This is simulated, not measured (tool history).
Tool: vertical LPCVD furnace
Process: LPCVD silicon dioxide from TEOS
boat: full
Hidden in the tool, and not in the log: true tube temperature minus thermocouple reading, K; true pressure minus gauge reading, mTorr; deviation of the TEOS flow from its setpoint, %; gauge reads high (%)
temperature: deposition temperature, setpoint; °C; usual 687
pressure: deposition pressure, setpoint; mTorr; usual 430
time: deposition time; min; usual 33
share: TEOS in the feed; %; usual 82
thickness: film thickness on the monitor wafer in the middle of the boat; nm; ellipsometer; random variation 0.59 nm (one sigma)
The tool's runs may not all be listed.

| run | hour | temperature | pressure | time | share | wafers since the last listed run | hours since the last temperature calibration | hours since the pressure gauge was zeroed | hours since the TEOS flow controller was replaced | hours since the gauge calibration | read-back reference wafer on the same gauge, thickness | thickness |
|---|---|---|---|---|---|---|---|---|---|---|---|---|
| 1 | 0 | 687 | 400 | 33 | 82 | 0 | 2848.9 | 3214.2 | 2855.4 | 116.2 | 256.97 | 239.21 |
| 2 | 8.9 | 687 | 400 | 33 | 82 | 140 | 2857.8 | 3223.1 | 2864.3 | 125.1 | 256.93 | 239.11 |
| 3 | 25.5 | 687 | 430 | 33 | 82 | 262 | 2874.4 | 3239.7 | 2880.9 | 141.7 | 257.15 | 247.42 |
| 4 | 41.1 | 687 | 430 | 33 | 82 | 246 | 2890 | 3255.3 | 2896.5 | 157.3 | 257.18 | 248.4 |
| 5 | 55.5 | 687 | 430 | 33 | 82 | 227 | 2904.4 | 3269.7 | 2910.9 | 171.7 | 256.88 | 247.42 |
| 6 | 68.1 | 687 | 430 | 33 | 82 | 199 | 2917 | 3282.3 | 2923.5 | 184.3 | 257.08 | 247.39 |
| 7 | 121.7 | 687 | 430 | 33 | 82 | 847 | 2970.6 | 3335.9 | 2977.1 | 237.9 | 256.9 | 248.95 |
| 8 | 140 | 689 | 430 | 33 | 82 | 289 | 2988.9 | 3354.2 | 2995.4 | 256.2 | 256.99 | 259.19 |
| 9 | 151.1 | 689 | 430 | 33 | 82 | 175 | 3000 | 3365.3 | 3006.5 | 267.3 | 256.99 | 260.02 |
| 10 | 169.8 | 689 | 430 | 33 | 82 | 295 | 3018.7 | 3384 | 3025.2 | 286 | 256.74 | 260.18 |
|  | 200.3 | pressure gauge zeroed |
| 11 | 200.8 | 687 | 430 | 41.5 | 82 | 110 | 3049.7 | 0.5 | 3056.2 | 317 | 256.96 | 311.32 |
| 12 | 205.8 | 687 | 430 | 41.5 | 82 | 79 | 3054.7 | 5.5 | 3061.2 | 322 | 257.11 | 310.67 |
|  | 258.2 | TEOS flow controller replaced |
| 13 | 262.8 | 687 | 430 | 20 | 82 | 521 | 3111.7 | 62.5 | 4.6 | 379 | 256.85 | 151.24 |
|  | 293.3 | thermocouples replaced and temperature profile calibrated |
| 14 | 293.8 | 695 | 535 | 45 | 67 | 110 | 0.5 | 93.5 | 35.6 | 410 | 256.73 | 375.62 |
| 15 | 298.8 | 682 | 490 | 24 | 96 | 79 | 5.5 | 98.5 | 40.6 | 415 | 256.89 | 168.87 |
| 16 | 303.8 | 679 | 515 | 37.5 | 88 | 79 | 10.5 | 103.5 | 45.6 | 420 | 257.08 | 239.61 |
|  | 317.5 | gauge calibrated |
| 17 | 324.3 | 687 | 430 | 33 | 82 | 324 | 31 | 124 | 66.1 | 6.8 | 257.02 | 225.85 |
| 18 | 336.7 | 687 | 395 | 33 | 95 | 196 | 43.4 | 136.4 | 78.5 | 19.2 | 256.89 | 233.54 |
| 19 | 344.9 | 687 | 430 | 43.5 | 82 | 129 | 51.6 | 144.6 | 86.7 | 27.4 | 256.99 | 297.63 |
| 20 | 356.2 | 687 | 430 | 33 | 82 | 178 | 62.9 | 155.9 | 98 | 38.7 | 256.95 | 226.68 |
| 21 | 366.1 | 687 | 430 | 33 | 82 | 156 | 72.8 | 165.8 | 107.9 | 48.6 | 257.32 | 226.43 |
| 22 | 379.9 | 687 | 430 | 33 | 82 | 218 | 86.6 | 179.6 | 121.7 | 62.4 | 256.85 | 225.39 |
| 23 | 388.8 | 687 | 430 | 37.5 | 95 | 140 | 95.5 | 188.5 | 130.6 | 71.3 | 256.97 | 276.79 |
| 24 | 404.7 | 691 | 345 | 46 | 90 | 251 | 111.4 | 204.4 | 146.5 | 87.2 | 256.99 | 326.74 |

The same runs without the tool's hidden state, with the same run-to-run variation:
| run | thickness |
|---|---|
| 1 | 217.89 |
| 2 | 217.74 |
| 3 | 225.18 |
| 4 | 225.96 |
| 5 | 224.96 |
| 6 | 224.85 |
| 7 | 225.87 |
| 8 | 235.12 |
| 9 | 235.79 |
| 10 | 235.79 |
| 11 | 281.74 |
| 12 | 281.1 |
| 13 | 136.59 |
| 14 | 374.18 |
| 15 | 168.18 |
| 16 | 238.57 |
| 17 | 224.74 |
| 18 | 232.3 |
| 19 | 295.97 |
| 20 | 225.33 |
| 21 | 225.01 |
| 22 | 223.88 |
| 23 | 274.85 |
| 24 | 324.3 |

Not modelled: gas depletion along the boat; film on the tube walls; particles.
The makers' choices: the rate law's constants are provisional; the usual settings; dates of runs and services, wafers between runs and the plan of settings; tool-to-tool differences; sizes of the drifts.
